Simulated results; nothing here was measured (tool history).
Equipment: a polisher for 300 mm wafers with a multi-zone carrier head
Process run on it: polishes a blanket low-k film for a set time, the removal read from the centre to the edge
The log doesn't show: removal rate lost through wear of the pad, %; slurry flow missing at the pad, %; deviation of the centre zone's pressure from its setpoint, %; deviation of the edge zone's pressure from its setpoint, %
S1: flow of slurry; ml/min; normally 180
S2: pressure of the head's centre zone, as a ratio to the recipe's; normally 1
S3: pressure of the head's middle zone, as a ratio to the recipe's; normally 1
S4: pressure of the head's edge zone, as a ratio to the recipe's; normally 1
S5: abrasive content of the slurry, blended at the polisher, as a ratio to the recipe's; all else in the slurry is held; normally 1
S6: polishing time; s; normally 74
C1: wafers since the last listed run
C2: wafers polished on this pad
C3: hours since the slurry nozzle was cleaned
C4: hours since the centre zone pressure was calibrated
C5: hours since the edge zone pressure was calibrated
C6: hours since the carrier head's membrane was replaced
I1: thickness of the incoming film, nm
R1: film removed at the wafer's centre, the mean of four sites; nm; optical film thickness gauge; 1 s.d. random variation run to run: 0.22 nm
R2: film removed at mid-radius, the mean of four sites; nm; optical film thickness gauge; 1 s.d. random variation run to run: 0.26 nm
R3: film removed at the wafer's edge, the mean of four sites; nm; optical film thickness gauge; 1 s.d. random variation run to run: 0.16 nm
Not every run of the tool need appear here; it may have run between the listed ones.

run	hour	S1	S2	S3	S4	S5	S6	C1	C2	C3	C4	C5	C6	I1	R1	R2	R3
1	0	180	1	1	1	1	74	0	109	573.3	337.9	391.9	275.2	576.9	16.8	17.2	17.3
2	9.4	180	1	1	1	1	74	110	220	582.7	347.3	401.3	284.6	583.6	16.8	17	17.4
3	17.9	180	1	1	1	1	74	99	319	591.2	355.8	409.8	293.1	572.4	17.2	16.9	17.1
4	28.1	180	1	1	1	1	74	119	439	601.4	366	420	303.3	586.6	16.5	17.5	17.1
5	41.5	180	1	1	1	1	74	156	596	614.8	379.4	433.4	316.7	574	16.6	17	17.1
# hour 49.8: worn pad replaced by a new one
6	55	180	1	1	1	1	74	111	61	628.3	392.9	446.9	330.2	589.7	17.1	17.1	17.2
7	62.1	180	1	1	1	1.2	74	83	144	635.4	400	454	337.3	577	17.9	18.6	18.6
8	70.1	180	1	1	1	1.2	74	93	238	643.4	408	462	345.3	585.2	17.9	18.3	18.9
9	85	180	1	1	1	1.2	74	174	412	658.3	422.9	476.9	360.2	582.6	18	18.6	18.7
10	93.9	180	1	1	1	1	81	104	517	667.2	431.8	485.8	369.1	568.7	17.7	18.7	18.5
# hour 116.7: worn pad replaced by a new one
11	121.8	180	1	1	1	1	81	280	59	695.1	459.7	513.7	397	572.7	17.8	18.3	18.6
12	128.8	180	1.07	1	1	1.3	88	82	141	702.1	466.7	520.7	404	575.5	23.5	21.7	23
13	145.4	180	1.07	1	1	1	74	194	336	718.7	483.3	537.3	420.6	571.6	17.6	16.5	16.8
# hour 170.3: carrier head's membrane replaced by a new one
# hour 173.5: worn pad replaced by a new one
# hour 198.5: edge zone pressure recalibrated
14	199	235	1	1	1	1	74	508	275	772.3	536.9	0.5	28.7	590.8	17.2	17.7	17.3
# hour 201.9: centre zone pressure recalibrated
# hour 207.4: slurry nozzle cleaned
15	210.5	215	1	1	1	1.2	74	99	375	3.1	8.6	12	40.2	581.9	20.6	20.1	20
# hour 226: worn pad replaced by a new one
16	226.5	180	1	1	1	1	74	140	6	19.1	24.6	28	56.2	584.4	18.7	18.4	18.2
17	230.4	230	1	1	1	1.25	74	45	51	23	28.5	31.9	60.1	571.5	20.6	21.3	20.7
18	246.5	180	1	1.07	1	1	92	188	240	39.1	44.6	48	76.2	577.7	22.5	24.5	22.6
19	259.8	180	1	0.94	1	1	74	155	396	52.4	57.9	61.3	89.5	584	18.2	17.7	18.2
20	270.4	180	0.97	1	0.95	1	74	124	520	63	68.5	71.9	100.1	578.8	17.7	18.3	17.8
# hour 286.5: worn pad replaced by a new one
21	287.7	180	1.05	0.93	1	1.2	74	155	14	80.3	85.8	89.2	117.4	578	21	19.4	19.7
22	299.2	180	1	1	1	1	74	134	149	91.8	97.3	100.7	128.9	578.8	18	18.6	18

What if the next run were any one of these 4? Each begins from the tool's condition after run 22:
A	299.6	180	1	1	1	1	74	4	153	92.2	97.7	101.1	129.3	584.3	?	?	?
B	299.6	180	1	1	1	1.3	74	4	153	92.2	97.7	101.1	129.3	584.3	?	?	?
C	299.6	130	1.03	0.92	1	1	74	4	153	92.2	97.7	101.1	129.3	584.3	?	?	?
D	299.6	180	1	1.03	1	1	64	4	153	92.2	97.7	101.1	129.3	584.3	?	?	?

run	R1	R2	R3
A	18.4	18.3	18
B	20.8	20.7	20.3
C	17.8	16.1	17.3
D	16	16.3	15.6
Take away the tool's hidden state, keep each run's random variation, and the runs would have read:
run	R1	R2	R3
A	18.6	18.5	18.1
B	21	20.8	20.4
C	18	16.3	17.4
D	16.1	16.4	15.6
